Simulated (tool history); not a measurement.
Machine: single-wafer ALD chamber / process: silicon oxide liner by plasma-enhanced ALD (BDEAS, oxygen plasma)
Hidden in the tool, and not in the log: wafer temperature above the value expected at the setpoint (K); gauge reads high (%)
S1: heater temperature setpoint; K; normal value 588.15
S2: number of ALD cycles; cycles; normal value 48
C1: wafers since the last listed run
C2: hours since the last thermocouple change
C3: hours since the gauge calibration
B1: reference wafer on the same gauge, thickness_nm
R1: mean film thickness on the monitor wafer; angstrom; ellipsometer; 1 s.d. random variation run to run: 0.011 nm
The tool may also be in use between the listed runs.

run	day	S1	S2	C1	C2	C3	B1	R1
1	0	588.15	48	0	1369.4	528.2	3.78	42.84
2	4.083	588.15	48	1017	1467.4	626.2	3.781	42.52
3	7.221	588.15	48	781	1542.7	701.5	3.78	42.72
4	11	588.15	48	941	1633.4	792.2	3.78	42.78
5	14.738	588.15	48	931	1723.1	881.9	3.779	42.69
6	16.892	576.15	48	536	1774.8	933.6	3.777	43.34
# day 24.304: thermocouple changed; heater temperature recalibrated
# day 27.738: gauge calibrated
7	28.562	588.15	48	2825	102.2	19.8	3.781	42.59
8	31.162	588.15	48	647	164.6	82.2	3.782	42.88
9	33.354	588.15	53	546	217.2	134.8	3.778	47.29
10	36.425	579.15	40	765	290.9	208.5	3.78	35.96
11	40.292	588.15	48	963	383.7	301.3	3.782	42.81
12	43.433	588.15	52	782	459.1	376.7	3.779	46.39
13	55.621	588.15	48	3036	751.6	669.2	3.781	42.64
14	58.675	600.15	55	761	824.9	742.5	3.78	48.43
15	63.096	583.15	48	1101	931	848.6	3.781	43.13
16	65.388	577.15	51	571	986	903.6	3.779	46.08

5 options for the next run, each taken on its own from the tool as it stands now. Forecast them:
A	65.408	597.15	48	5	986.5	904.1	?	?
B	65.408	583.15	43	5	986.5	904.1	?	?
C	65.408	588.15	38	5	986.5	904.1	?	?
D	65.408	579.15	53	5	986.5	904.1	?	?
E	65.408	577.15	48	5	986.5	904.1	?	?

run	B1	R1
A	3.781	42.24
B	3.781	38.51
C	3.781	33.82
D	3.781	47.71
E	3.781	43.31
What these runs would have given with no unlogged condition in the tool:
run	R1
A	42.24
B	38.51
C	33.82
D	47.71
E	43.31
